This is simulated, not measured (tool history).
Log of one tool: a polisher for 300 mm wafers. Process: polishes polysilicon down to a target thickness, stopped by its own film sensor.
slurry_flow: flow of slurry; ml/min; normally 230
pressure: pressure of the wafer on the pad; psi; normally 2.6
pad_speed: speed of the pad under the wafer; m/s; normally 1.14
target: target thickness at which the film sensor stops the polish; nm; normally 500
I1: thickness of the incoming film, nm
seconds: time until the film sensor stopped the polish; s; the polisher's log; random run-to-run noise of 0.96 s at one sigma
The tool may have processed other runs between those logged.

Run 1, hour 0.0: usual settings but slurry_flow 210 ml/min; I1 1038.6. Result: seconds 58.7 s.
Run 2, hour 7.0: usual settings but slurry_flow 210 ml/min; I1 1043.3. Result: seconds 59.2 s.
Run 3, hour 24.5: usual settings but slurry_flow 210 ml/min; I1 1042.3. Result: seconds 58.2 s.
Run 4, hour 35.2: usual settings; I1 1047.8. Result: seconds 59.2 s.
Run 5, hour 49.6: usual settings; I1 1029.2. Result: seconds 55.8 s.
Run 6, hour 61.3: usual settings; I1 1058.7. Result: seconds 60.0 s.
Run 7, hour 67.9: usual settings but pressure 2.1 psi; I1 1049.9. Result: seconds 75.6 s.
Run 8, hour 74.0: usual settings but pressure 2.1 psi; I1 1031.5. Result: seconds 72.6 s.
Run 9, hour 82.9: usual settings; I1 1024.1. Result: seconds 57.3 s.
Run 10, hour 97.4: usual settings; I1 1030.3. Result: seconds 59.6 s.
Run 11, hour 104.6: usual settings but target 444 nm; I1 1036.6. Result: seconds 65.7 s.
Run 12, hour 116.9: usual settings but target 444 nm; I1 1029.5. Result: seconds 67.3 s.
At hour 145.3: head pressure recalibrated.
At hour 150.5: worn pad replaced by a new one.
Run 13, hour 154.3: usual settings but target 573 nm; I1 1034.3. Result: seconds 50.6 s.
Run 14, hour 161.3: usual settings; I1 1044.1. Result: seconds 59.9 s.
Run 15, hour 170.1: usual settings; I1 1044.0. Result: seconds 60.7 s.
Run 16, hour 176.4: usual settings; I1 1029.2. Result: seconds 58.2 s.
Run 17, hour 227.1: usual settings but slurry_flow 210 ml/min; I1 1044.0. Result: seconds 57.7 s.
Run 18, hour 239.5: usual settings but slurry_flow 185 ml/min, pad_speed 1.54 m/s, target 429 nm; I1 1042.0. Result: seconds 57.9 s.
Run 19, hour 252.8: usual settings but target 390 nm; I1 1040.9. Result: seconds 74.2 s.
Run 20, hour 263.9: usual settings but slurry_flow 180 ml/min, pressure 3.2 psi, pad_speed 1.04 m/s; I1 1022.7. Result: seconds 49.9 s.
Run 21, hour 281.1: usual settings but pressure 3.1 psi, target 600 nm; I1 1048.2. Result: seconds 42.2 s.
Run 22, hour 293.9: usual settings but slurry_flow 255 ml/min, pressure 3.2 psi, pad_speed 1.26 m/s, target 316 nm; I1 1053.5. Result: seconds 64.3 s.
At hour 298.1: slurry nozzle cleaned.
Run 23, hour 302.1: usual settings but pressure 3.1 psi, target 600 nm; I1 1052.4. Result: seconds 44.2 s.
Run 24, hour 315.6: usual settings but target 385 nm; I1 1039.4. Result: seconds 75.5 s.
Run 25, hour 326.3: usual settings but pressure 2.1 psi; I1 1062.6. Result: seconds 82.4 s.
Run 26, hour 332.6: usual settings but target 413 nm; I1 1038.9. Result: seconds 76.6 s.
At hour 339.6: worn pad replaced by a new one.
Run 27, hour 349.8: usual settings but target 439 nm; I1 1046.4. Result: seconds 65.4 s.
Run 28, hour 359.2: usual settings but target 416 nm; I1 1025.8. Result: seconds 66.5 s.
Run 29, hour 375.8: usual settings but slurry_flow 285 ml/min, pressure 2.1 psi, pad_speed 0.94 m/s, target 408 nm; I1 1058.5. Result: seconds 95.2 s.
Run 30, hour 384.6: usual settings; I1 1039.2. Result: seconds 58.3 s.
Run 31, hour 397.7: usual settings; I1 1053.5. Result: seconds 60.1 s.
Run 32, hour 413.3: usual settings but slurry_flow 270 ml/min; I1 1046.3. Result: seconds 59.4 s.
Run 33, hour 424.6: usual settings but pad_speed 0.76 m/s, target 432 nm; I1 1031.1. Result: seconds 83.3 s.

Measured result minus the same run's result without the hidden state. Both carry the same run-to-run variation, though not necessarily the same gauge scatter:
The tool's hidden condition here consists of: removal rate lost through wear of the pad, %; slurry flow missing at the pad, %; deviation of the head's pressure from its setpoint, %.
run  seconds
  1     +0.2
  2     +0.3
  3     +0.6
  4     +0.8
  5     +1.2
  6     +1.6
  7     +2.4
  8     +2.6
  9     +2.4
 10     +3.2
 11     +3.9
 12     +4.8
 13     +0.2
 14     +0.1
 15     +0.2
 16     +0.3
 17     +1.3
 18     +1.6
 19     +2.8
 20     +2.3
 21     +2.5
 22     +4.6
 23     +3.6
 24     +7.1
 25     +8.7
 26     +8.7
 27     +0.3
 28     +0.4
 29     +0.8
 30     +0.7
 31     +1.0
 32     +1.4
 33     +2.5
